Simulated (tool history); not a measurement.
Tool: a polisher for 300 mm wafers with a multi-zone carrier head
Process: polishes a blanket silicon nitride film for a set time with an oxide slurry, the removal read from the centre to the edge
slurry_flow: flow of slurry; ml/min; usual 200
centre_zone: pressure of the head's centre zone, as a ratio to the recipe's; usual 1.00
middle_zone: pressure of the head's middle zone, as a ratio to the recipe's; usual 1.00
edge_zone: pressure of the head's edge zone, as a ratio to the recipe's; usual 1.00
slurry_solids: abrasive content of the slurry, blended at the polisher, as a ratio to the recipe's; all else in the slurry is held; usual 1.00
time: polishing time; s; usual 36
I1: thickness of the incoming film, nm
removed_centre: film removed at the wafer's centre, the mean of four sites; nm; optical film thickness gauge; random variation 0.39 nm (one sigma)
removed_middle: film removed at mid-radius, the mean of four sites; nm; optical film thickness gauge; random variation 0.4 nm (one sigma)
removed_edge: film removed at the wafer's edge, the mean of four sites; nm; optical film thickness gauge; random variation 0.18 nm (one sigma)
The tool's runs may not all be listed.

Run 1, hour 0.0: usual settings but slurry_flow 180 ml/min; I1 335.2. Result: removed_centre 26.7 nm, removed_middle 26.1 nm, removed_edge 27.1 nm.
Run 2, hour 41.5: usual settings but slurry_flow 180 ml/min; I1 328.6. Result: removed_centre 26.4 nm, removed_middle 26.0 nm, removed_edge 26.7 nm.
Run 3, hour 109.6: usual settings; I1 331.5. Result: removed_centre 26.1 nm, removed_middle 26.7 nm, removed_edge 27.1 nm.
At hour 188.7: worn pad replaced by a new one.
At hour 205.6: slurry nozzle cleaned.
Run 4, hour 215.7: usual settings; I1 331.6. Result: removed_centre 27.8 nm, removed_middle 27.3 nm, removed_edge 27.9 nm.
Run 5, hour 285.9: usual settings; I1 336.6. Result: removed_centre 28.2 nm, removed_middle 27.5 nm, removed_edge 27.7 nm.
Run 6, hour 324.5: usual settings; I1 329.7. Result: removed_centre 28.3 nm, removed_middle 27.3 nm, removed_edge 27.9 nm.
At hour 477.4: carrier head's membrane replaced by a new one.
At hour 599.1: slurry nozzle cleaned.
Run 7, hour 611.5: usual settings; I1 329.5. Result: removed_centre 28.4 nm, removed_middle 26.7 nm, removed_edge 27.8 nm.
Run 8, hour 654.5: usual settings but slurry_flow 170 ml/min, edge_zone 1.04, slurry_solids 1.15, time 48 s; I1 330.2. Result: removed_centre 39.8 nm, removed_middle 39.1 nm, removed_edge 40.9 nm.
At hour 684.3: worn pad replaced by a new one.
Run 9, hour 732.5: usual settings but middle_zone 0.96, edge_zone 1.09; I1 330.3. Result: removed_centre 27.9 nm, removed_middle 26.4 nm, removed_edge 29.3 nm.
At hour 750.5: centre zone pressure recalibrated.
Run 10, hour 839.2: usual settings but edge_zone 1.04; I1 329.6. Result: removed_centre 26.7 nm, removed_middle 27.4 nm, removed_edge 27.9 nm.
Run 11, hour 907.2: usual settings; I1 332.2. Result: removed_centre 26.4 nm, removed_middle 26.4 nm, removed_edge 27.4 nm.
Run 12, hour 969.7: usual settings but centre_zone 0.94, edge_zone 1.10; I1 326.7. Result: removed_centre 24.8 nm, removed_middle 26.5 nm, removed_edge 28.6 nm.
At hour 1006.1: edge zone pressure recalibrated.
Run 13, hour 1016.3: usual settings but slurry_flow 255 ml/min; I1 332.7. Result: removed_centre 27.4 nm, removed_middle 27.2 nm, removed_edge 27.8 nm.
Run 14, hour 1068.5: usual settings; I1 334.3. Result: removed_centre 26.2 nm, removed_middle 25.1 nm, removed_edge 26.5 nm.
At hour 1076.2: slurry nozzle cleaned.
Run 15, hour 1110.9: usual settings but time 47 s; I1 327.9. Result: removed_centre 36.1 nm, removed_middle 35.2 nm, removed_edge 36.4 nm.
At hour 1119.1: worn pad replaced by a new one.
Run 16, hour 1176.6: usual settings but slurry_solids 0.85, time 26 s; I1 327.9. Result: removed_centre 17.8 nm, removed_middle 16.6 nm, removed_edge 17.7 nm.
Run 17, hour 1240.2: usual settings; I1 330.8. Result: removed_centre 27.5 nm, removed_middle 26.0 nm, removed_edge 28.0 nm.
Run 18, hour 1347.4: usual settings but centre_zone 0.93; I1 323.3. Result: removed_centre 25.3 nm, removed_middle 26.2 nm, removed_edge 27.3 nm.
Run 19, hour 1429.4: usual settings but middle_zone 0.88; I1 328.2. Result: removed_centre 26.9 nm, removed_middle 23.9 nm, removed_edge 26.9 nm.
Run 20, hour 1472.3: usual settings but middle_zone 1.11; I1 329.2. Result: removed_centre 26.4 nm, removed_middle 28.0 nm, removed_edge 26.9 nm.
At hour 1498.1: carrier head's membrane replaced by a new one.
Run 21, hour 1532.4: usual settings but slurry_solids 0.70; I1 333.3. Result: removed_centre 17.7 nm, removed_middle 17.9 nm, removed_edge 18.7 nm.

4 ways to go on from here, each from the tool as it stands after run 21. What would each give?
Run A, hour 1532.8: usual settings; I1 324.9. Result: removed_centre ?, removed_middle ?, removed_edge ?.
Run B, hour 1532.8: usual settings but centre_zone 1.12, slurry_solids 1.25, time 25 s; I1 324.9. Result: removed_centre ?, removed_middle ?, removed_edge ?.
Run C, hour 1532.8: usual settings but centre_zone 0.92, middle_zone 1.05, edge_zone 1.06; I1 324.9. Result: removed_centre ?, removed_middle ?, removed_edge ?.
Run D, hour 1532.8: usual settings but middle_zone 0.90, edge_zone 1.07, slurry_solids 0.85, time 44 s; I1 324.9. Result: removed_centre ?, removed_middle ?, removed_edge ?.

run  removed_centre  removed_middle  removed_edge
  A            25.3            24.7          26.4
  B            22.6            19.6          21.0
  C            23.3            25.6          27.2
  D            27.2            24.6          29.4
Without the tool's hidden state the same runs would have given:
run  removed_centre  removed_middle  removed_edge
  A            28.2            27.2          28.3
  B            25.1            21.6          22.5
  C            25.9            28.1          29.1
  D            30.2            27.1          31.4

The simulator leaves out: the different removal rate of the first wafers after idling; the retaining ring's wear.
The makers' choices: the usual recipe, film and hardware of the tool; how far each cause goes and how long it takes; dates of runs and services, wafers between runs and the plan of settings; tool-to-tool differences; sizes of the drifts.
